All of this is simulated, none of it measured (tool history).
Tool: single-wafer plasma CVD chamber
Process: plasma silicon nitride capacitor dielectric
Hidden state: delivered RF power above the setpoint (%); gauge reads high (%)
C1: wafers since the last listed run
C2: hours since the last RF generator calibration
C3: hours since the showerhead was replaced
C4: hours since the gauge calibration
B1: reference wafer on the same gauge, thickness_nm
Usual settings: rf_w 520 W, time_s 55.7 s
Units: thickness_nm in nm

run 1 hour=0 | rf_w=455 time_s=55.7 | C1=0 C2=2236 C3=3144.7 C4=82.7 | B1=70.273 | thickness_nm=78.461
run 2 hour=10.9 | rf_w=520 time_s=63.4 | C1=128 C2=2246.9 C3=3155.6 C4=93.6 | B1=70.278 | thickness_nm=93.497
run 3 hour=20.2 | rf_w=520 time_s=64.4 | C1=109 C2=2256.2 C3=3164.9 C4=102.9 | B1=70.297 | thickness_nm=95.084
run 4 hour=37.6 | rf_w=520 time_s=61.8 | C1=204 C2=2273.6 C3=3182.3 C4=120.3 | B1=70.318 | thickness_nm=91.225
run 5 hour=51.7 | rf_w=520 time_s=61.8 | C1=165 C2=2287.7 C3=3196.4 C4=134.4 | B1=70.287 | thickness_nm=91.34
run 6 hour=58.4 | rf_w=520 time_s=61.8 | C1=78 C2=2294.4 C3=3203.1 C4=141.1 | B1=70.324 | thickness_nm=91.331
run 7 hour=74.5 | rf_w=520 time_s=55.7 | C1=189 C2=2310.5 C3=3219.2 C4=157.2 | B1=70.318 | thickness_nm=82.288
run 8 hour=85 | rf_w=520 time_s=55.7 | C1=123 C2=2321 C3=3229.7 C4=167.7 | B1=70.276 | thickness_nm=82.264
run 9 hour=97.3 | rf_w=520 time_s=55.7 | C1=144 C2=2333.3 C3=3242 C4=180 | B1=70.319 | thickness_nm=82.391
run 10 hour=105.9 | rf_w=455 time_s=55.7 | C1=101 C2=2341.9 C3=3250.6 C4=188.6 | B1=70.322 | thickness_nm=78.163
run 11 hour=117.4 | rf_w=425 time_s=55.7 | C1=135 C2=2353.4 C3=3262.1 C4=200.1 | B1=70.292 | thickness_nm=76.093
-- hour=127.8 gauge calibrated
-- hour=131.1 RF generator calibrated
run 12 hour=131.6 | rf_w=575 time_s=63.5 | C1=72 C2=0.5 C3=3276.3 C4=3.8 | B1=70.337 | thickness_nm=97.341
-- hour=146.3 showerhead replaced
run 13 hour=146.8 | rf_w=520 time_s=55.7 | C1=84 C2=15.7 C3=0.5 C4=19 | B1=70.304 | thickness_nm=82.5
run 14 hour=152.6 | rf_w=520 time_s=55.7 | C1=68 C2=21.5 C3=6.3 C4=24.8 | B1=70.305 | thickness_nm=82.22
run 15 hour=164.3 | rf_w=610 time_s=52.6 | C1=137 C2=33.2 C3=18 C4=36.5 | B1=70.273 | thickness_nm=82.187
run 16 hour=171.4 | rf_w=520 time_s=45.9 | C1=83 C2=40.3 C3=25.1 C4=43.6 | B1=70.266 | thickness_nm=67.622
run 17 hour=187 | rf_w=575 time_s=55.7 | C1=183 C2=55.9 C3=40.7 C4=59.2 | B1=70.304 | thickness_nm=85.266
run 18 hour=194.2 | rf_w=520 time_s=60.5 | C1=84 C2=63.1 C3=47.9 C4=66.4 | B1=70.28 | thickness_nm=89.287

3 ways to go on from here, each from the tool as it stands after run 18. What would each give?
run A hour=194.6 | rf_w=565 time_s=55.7 | C1=4 C2=63.5 C3=48.3 C4=66.8 | B1=? | thickness_nm=?
run B hour=194.6 | rf_w=450 time_s=55.7 | C1=4 C2=63.5 C3=48.3 C4=66.8 | B1=? | thickness_nm=?
run C hour=194.6 | rf_w=555 time_s=45 | C1=4 C2=63.5 C3=48.3 C4=66.8 | B1=? | thickness_nm=?

run=A B1=70.35 thickness_nm=84.784
run=B B1=70.35 thickness_nm=77.861
run=C B1=70.35 thickness_nm=68.052
Without the tool's hidden state the same runs would have given:
run=A thickness_nm=84.784
run=B thickness_nm=77.861
run=C thickness_nm=68.052
